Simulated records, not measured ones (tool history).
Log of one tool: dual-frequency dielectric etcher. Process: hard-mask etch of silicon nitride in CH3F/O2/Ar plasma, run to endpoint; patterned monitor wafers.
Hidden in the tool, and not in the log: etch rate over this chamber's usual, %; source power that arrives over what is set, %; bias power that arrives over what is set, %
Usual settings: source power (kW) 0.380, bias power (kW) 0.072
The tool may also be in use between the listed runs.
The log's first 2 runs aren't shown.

| run | hour | source power (kW) | bias power (kW) | wafers since the last listed run | hours since the last wet clean | hours since the last source power generator calibration | hours since the last bias power generator calibration | hours since the last upper electrode change | incoming incoming film thickness, nm | endpoint time (s) |
|---|---|---|---|---|---|---|---|---|---|---|
| 3 | 49.0 | 0.380 | 0.072 | 296 | 245.4 | 4062.9 | 2921.2 | 4622.5 | 52.7 | 79.5 |
| 4 | 72.2 | 0.380 | 0.072 | 353 | 268.6 | 4086.1 | 2944.4 | 4645.7 | 52.4 | 79.3 |
| 5 | 97.2 | 0.380 | 0.072 | 380 | 293.6 | 4111.1 | 2969.4 | 4670.7 | 52.6 | 79.3 |
| 6 | 111.9 | 0.380 | 0.072 | 223 | 308.3 | 4125.8 | 2984.1 | 4685.4 | 53.2 | 81.0 |
| 7 | 125.6 | 0.380 | 0.072 | 208 | 322.0 | 4139.5 | 2997.8 | 4699.1 | 52.7 | 79.6 |
| 8 | 186.1 | 0.380 | 0.072 | 920 | 382.5 | 4200.0 | 3058.3 | 4759.6 | 53.3 | 80.2 |
| 9 | 209.4 | 0.380 | 0.078 | 354 | 405.8 | 4223.3 | 3081.6 | 4782.9 | 53.0 | 76.5 |
| 10 | 241.0 | 0.380 | 0.078 | 480 | 437.4 | 4254.9 | 3113.2 | 4814.5 | 52.4 | 76.0 |
| 11 | 257.0 | 0.380 | 0.072 | 243 | 453.4 | 4270.9 | 3129.2 | 4830.5 | 52.4 | 78.5 |
| 12 | 291.3 | 0.380 | 0.072 | 521 | 487.7 | 4305.2 | 3163.5 | 4864.8 | 52.7 | 79.0 |
|  | 297.8 | bias power generator calibrated |
| 13 | 319.6 | 0.380 | 0.072 | 369 | 516.0 | 4333.5 | 21.8 | 4893.1 | 52.3 | 77.9 |
|  | 348.1 | wet clean of the chamber |
| 14 | 349.1 | 0.380 | 0.072 | 83 | 1.0 | 4363.0 | 51.3 | 4922.6 | 53.1 | 81.4 |
|  | 361.5 | source power generator calibrated |
| 15 | 364.7 | 0.380 | 0.072 | 176 | 16.6 | 3.2 | 66.9 | 4938.2 | 52.6 | 80.4 |
| 16 | 418.7 | 0.380 | 0.072 | 821 | 70.6 | 57.2 | 120.9 | 4992.2 | 52.8 | 80.2 |
| 17 | 436.5 | 0.380 | 0.072 | 270 | 88.4 | 75.0 | 138.7 | 5010.0 | 53.0 | 80.0 |
| 18 | 471.2 | 0.380 | 0.072 | 528 | 123.1 | 109.7 | 173.4 | 5044.7 | 52.8 | 80.6 |

Forecast run 19:
| 19 | 497.6 | 0.310 | 0.080 | 401 | 149.5 | 136.1 | 199.8 | 5071.1 | 52.9 | ? |

Run 19 gave endpoint time (s) 81.2.
Without the tool's hidden state the same run would have given endpoint time (s) 81.8.
